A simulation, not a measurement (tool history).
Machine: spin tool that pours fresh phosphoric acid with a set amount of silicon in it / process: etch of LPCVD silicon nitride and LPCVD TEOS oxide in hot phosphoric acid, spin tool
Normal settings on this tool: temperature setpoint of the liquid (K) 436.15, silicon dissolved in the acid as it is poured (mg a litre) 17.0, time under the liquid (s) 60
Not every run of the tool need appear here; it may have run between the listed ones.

| run | day | temperature setpoint of the liquid (K) | silicon dissolved in the acid as it is poured (mg a litre) | time under the liquid (s) | read-back film thickness of the LPCVD silicon nitride reference wafer, read on the same gauge (nm) | thickness taken off the LPCVD silicon nitride on a monitor wafer (Å) |
|---|---|---|---|---|---|---|
| 1 | 0.000 | 436.15 | 17.0 | 60 | 110.00 | 55.1 |
| 2 | 2.283 | 436.15 | 17.0 | 85 | 110.03 | 78.4 |
|  | 2.925 | dissolved silicon flow meter replaced |
| 3 | 14.958 | 436.15 | 17.0 | 60 | 109.99 | 55.0 |
| 4 | 17.450 | 436.15 | 17.0 | 60 | 110.01 | 54.2 |
|  | 18.642 | thermometer replaced |
| 5 | 19.446 | 436.15 | 17.0 | 60 | 109.98 | 56.6 |
| 6 | 21.138 | 436.15 | 9.0 | 60 | 110.00 | 56.3 |
| 7 | 25.079 | 436.15 | 17.0 | 60 | 109.97 | 56.8 |
| 8 | 29.188 | 436.15 | 21.0 | 35 | 110.00 | 32.9 |
| 9 | 32.938 | 438.65 | 5.0 | 85 | 110.01 | 87.1 |
| 10 | 35.421 | 436.15 | 17.0 | 35 | 110.00 | 32.8 |
| 11 | 38.250 | 436.15 | 17.0 | 60 | 109.95 | 56.2 |
| 12 | 41.658 | 438.65 | 17.0 | 60 | 110.02 | 61.0 |
| 13 | 45.962 | 437.65 | 4.5 | 60 | 110.02 | 58.9 |
|  | 47.533 | heated supply line repaired |
| 14 | 49.446 | 436.15 | 29.0 | 60 | 110.05 | 55.4 |
|  | 49.921 | gauge calibrated |
| 15 | 53.767 | 436.15 | 17.0 | 60 | 109.99 | 55.5 |
| 16 | 56.079 | 437.65 | 17.0 | 60 | 109.99 | 58.0 |
|  | 57.554 | dissolved silicon flow meter replaced |
| 17 | 59.746 | 435.15 | 13.0 | 30 | 109.96 | 27.0 |
| 18 | 63.446 | 436.15 | 17.0 | 60 | 109.99 | 55.5 |
| 19 | 66.517 | 436.15 | 17.0 | 60 | 110.00 | 55.1 |
| 20 | 70.850 | 436.15 | 17.0 | 35 | 110.05 | 32.0 |
| 21 | 72.808 | 436.15 | 29.5 | 60 | 110.03 | 55.4 |

For some of the steps in thickness taken off the LPCVD silicon nitride on a monitor wafer (Å) from one run to the next: how much would appear even if the tool had no hidden state, given the settings, what came in and random variation, and how much remains for the hidden state plus any gauge scatter that the measured result and the result without hidden state don't share?
The tool's hidden condition here consists of: liquid colder than its thermometer reads (K); dissolved silicon flow above the setpoint (%); temperature lost on the way to the wafer (K); gauge reads high (%).
Run 4 -> 5: thermometer replaced. thickness taken off the LPCVD silicon nitride on a monitor wafer (Å) +2.4: hidden state +2.1, all else +0.3.
Run 8 -> 9: temperature setpoint of the liquid (K) 436.15 -> 438.65, silicon dissolved in the acid as it is poured (mg a litre) 21.0 -> 5.0, time under the liquid (s) 35 -> 85. thickness taken off the LPCVD silicon nitride on a monitor wafer (Å) +54.2: hidden state -0.9, all else +55.1.
Run 9 -> 10: temperature setpoint of the liquid (K) 438.65 -> 436.15, silicon dissolved in the acid as it is poured (mg a litre) 5.0 -> 17.0, time under the liquid (s) 85 -> 35. thickness taken off the LPCVD silicon nitride on a monitor wafer (Å) -54.3: hidden state +0.8, all else -55.1.
Run 17 -> 18: temperature setpoint of the liquid (K) 435.15 -> 436.15, silicon dissolved in the acid as it is poured (mg a litre) 13.0 -> 17.0, time under the liquid (s) 30 -> 60. thickness taken off the LPCVD silicon nitride on a monitor wafer (Å) +28.5: hidden state -1.0, all else +29.5.
